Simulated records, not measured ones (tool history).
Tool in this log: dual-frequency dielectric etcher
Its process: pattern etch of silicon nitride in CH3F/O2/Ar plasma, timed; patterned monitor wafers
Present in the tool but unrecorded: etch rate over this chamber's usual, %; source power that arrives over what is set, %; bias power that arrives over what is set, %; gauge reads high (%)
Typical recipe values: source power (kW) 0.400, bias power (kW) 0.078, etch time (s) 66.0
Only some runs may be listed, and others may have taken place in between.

run,hour,source power (kW),bias power (kW),etch time (s),wafers since the last listed run,hours since the last wet clean,hours since the last source power generator calibration,hours since the last bias power generator calibration,hours since the last upper electrode change,hours since the gauge calibration,"read-back reference wafer on the same gauge, depth_nm",mean etch depth across the wafer (angstrom)
1,0.0,0.400,0.090,66.0,0,103.5,1.7,3412.9,2679.7,696.4,51.72,555.7
# hour 19.7: bias power generator calibrated
2,31.2,0.400,0.078,66.0,194,134.7,32.9,11.5,2710.9,727.6,51.71,517.8
3,64.4,0.400,0.078,66.0,236,167.9,66.1,44.7,2744.1,760.8,51.63,524.1
4,88.2,0.400,0.078,66.0,169,191.7,89.9,68.5,2767.9,784.6,51.71,528.5
# hour 113.8: wet clean of the chamber, repeated, since the last time left the tool worse
5,121.8,0.360,0.078,54.0,68,8.0,123.5,102.1,2801.5,818.2,51.71,378.0
6,152.3,0.310,0.088,84.0,217,38.5,154.0,132.6,2832.0,848.7,51.71,564.0
7,186.6,0.460,0.063,77.0,244,72.8,188.3,166.9,2866.3,883.0,51.80,572.8
8,217.6,0.430,0.084,66.0,221,103.8,219.3,197.9,2897.3,914.0,51.70,538.7
9,248.0,0.400,0.078,66.0,217,134.2,249.7,228.3,2927.7,944.4,51.82,502.0
10,279.4,0.470,0.094,48.0,224,165.6,281.1,259.7,2959.1,975.8,51.70,431.9
11,300.5,0.450,0.078,73.5,150,186.7,302.2,280.8,2980.2,996.9,51.73,596.9
12,334.2,0.360,0.072,73.5,240,220.4,335.9,314.5,3013.9,1030.6,51.71,506.5
# hour 351.4: gauge calibrated
13,357.2,0.400,0.078,73.5,164,243.4,358.9,337.5,3036.9,5.8,51.69,559.0
14,376.4,0.400,0.078,66.0,137,262.6,378.1,356.7,3056.1,25.0,51.75,504.4
15,392.0,0.400,0.063,66.0,111,278.2,393.7,372.3,3071.7,40.6,51.69,456.0
# hour 435.6: upper electrode replaced
# hour 454.8: wet clean of the chamber
16,455.3,0.400,0.078,66.0,142,0.5,457.0,435.6,19.7,103.9,51.67,494.6
17,455.7,0.320,0.096,66.0,2,0.9,457.4,436.0,20.1,104.3,51.72,470.1
18,456.4,0.450,0.086,81.5,4,1.6,458.1,436.7,20.8,105.0,51.75,681.5
19,477.9,0.400,0.078,81.5,153,23.1,479.6,458.2,42.3,126.5,51.71,607.4
20,503.6,0.400,0.078,66.0,183,48.8,505.3,483.9,68.0,152.2,51.75,494.4
21,523.8,0.400,0.078,66.0,144,69.0,525.5,504.1,88.2,172.4,51.71,498.6
22,550.9,0.480,0.085,72.0,193,96.1,552.6,531.2,115.3,199.5,51.64,629.6
23,567.3,0.400,0.090,56.0,117,112.5,569.0,547.6,131.7,215.9,51.66,452.2
24,600.0,0.400,0.078,66.0,233,145.2,601.7,580.3,164.4,248.6,51.80,499.1
25,631.5,0.320,0.096,66.0,224,176.7,633.2,611.8,195.9,280.1,51.77,477.1
26,649.4,0.400,0.063,76.0,127,194.6,651.1,629.7,213.8,298.0,51.69,524.8
27,672.8,0.350,0.095,74.0,167,218.0,674.5,653.1,237.2,321.4,51.68,563.1
28,698.1,0.400,0.078,66.0,180,243.3,699.8,678.4,262.5,346.7,51.74,501.8
29,711.1,0.430,0.072,66.0,92,256.3,712.8,691.4,275.5,359.7,51.71,502.9

What if the next run were any one of these 5? Each begins from the tool's condition after run 29:
A,711.5,0.400,0.078,55.5,2,256.7,713.2,691.8,275.9,360.1,?,?
B,711.5,0.400,0.063,57.5,2,256.7,713.2,691.8,275.9,360.1,?,?
C,711.5,0.400,0.078,58.5,2,256.7,713.2,691.8,275.9,360.1,?,?
D,711.5,0.400,0.097,82.5,2,256.7,713.2,691.8,275.9,360.1,?,?
E,711.5,0.400,0.061,60.0,2,256.7,713.2,691.8,275.9,360.1,?,?

run,"read-back reference wafer on the same gauge, depth_nm",mean etch depth across the wafer (angstrom)
A,51.74,423.5
B,51.74,397.6
C,51.74,446.4
D,51.74,695.6
E,51.74,408.7
With no hidden state in the tool, these same runs would have given:
run,mean etch depth across the wafer (angstrom)
A,414.7
B,389.3
C,437.1
D,681.2
E,400.2
